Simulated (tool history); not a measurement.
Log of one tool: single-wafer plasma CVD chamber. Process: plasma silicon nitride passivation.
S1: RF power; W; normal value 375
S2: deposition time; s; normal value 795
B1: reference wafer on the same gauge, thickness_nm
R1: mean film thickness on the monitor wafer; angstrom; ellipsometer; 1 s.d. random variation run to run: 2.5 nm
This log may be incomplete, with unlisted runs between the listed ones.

{"run": 1, "hour": 0.0, "S1": 375, "S2": 795, "B1": 1020.52, "R1": 10708.95}
{"run": 2, "hour": 56.0, "S1": 375, "S2": 713, "B1": 1019.896, "R1": 9595.9}
{"run": 3, "hour": 115.3, "S1": 375, "S2": 795, "B1": 1019.815, "R1": 10726.41}
{"run": 4, "hour": 177.0, "S1": 375, "S2": 795, "B1": 1019.626, "R1": 10702.59}
{"run": 5, "hour": 228.7, "S1": 325, "S2": 795, "B1": 1019.909, "R1": 10299.49}
{"run": 6, "hour": 277.5, "S1": 325, "S2": 795, "B1": 1020.47, "R1": 10355.31}
{"run": 7, "hour": 339.7, "S1": 325, "S2": 795, "B1": 1020.277, "R1": 10268.09}
{"run": 8, "hour": 390.9, "S1": 375, "S2": 795, "B1": 1020.576, "R1": 10675.53}
{"hour": 439.2, "done": "gauge calibrated"}
{"run": 9, "hour": 459.4, "S1": 330, "S2": 667, "B1": 1019.746, "R1": 8700.1}
{"hour": 484.4, "done": "showerhead replaced"}
{"run": 10, "hour": 508.4, "S1": 410, "S2": 926, "B1": 1019.583, "R1": 12721.87}
{"run": 11, "hour": 545.0, "S1": 375, "S2": 795, "B1": 1019.998, "R1": 10717.69}
{"run": 12, "hour": 598.8, "S1": 300, "S2": 648, "B1": 1020.456, "R1": 8234.72}
{"hour": 629.6, "done": "RF generator calibrated"}
{"run": 13, "hour": 630.1, "S1": 305, "S2": 738, "B1": 1020.126, "R1": 9625.15}
{"run": 14, "hour": 689.8, "S1": 305, "S2": 795, "B1": 1020.193, "R1": 10355.2}
{"run": 15, "hour": 732.8, "S1": 330, "S2": 795, "B1": 1020.121, "R1": 10529.42}
{"run": 16, "hour": 835.4, "S1": 450, "S2": 911, "B1": 1019.59, "R1": 13041.77}
{"run": 17, "hour": 881.7, "S1": 375, "S2": 795, "B1": 1020.21, "R1": 10875.6}

Each run again, without the hidden state but with its own random variation kept:
Hidden state present: delivered RF power above the setpoint (%); gauge reads high (%).
run=1 R1=10944.77
run=2 R1=9809.62
run=3 R1=10967.90
run=4 R1=10945.97
run=5 R1=10535.46
run=6 R1=10594.09
run=7 R1=10506.62
run=8 R1=10924.88
run=9 R1=8904.65
run=10 R1=13022.24
run=11 R1=10971.48
run=12 R1=8430.48
run=13 R1=9652.10
run=14 R1=10407.22
run=15 R1=10597.85
run=16 R1=13167.31
run=17 R1=10993.87
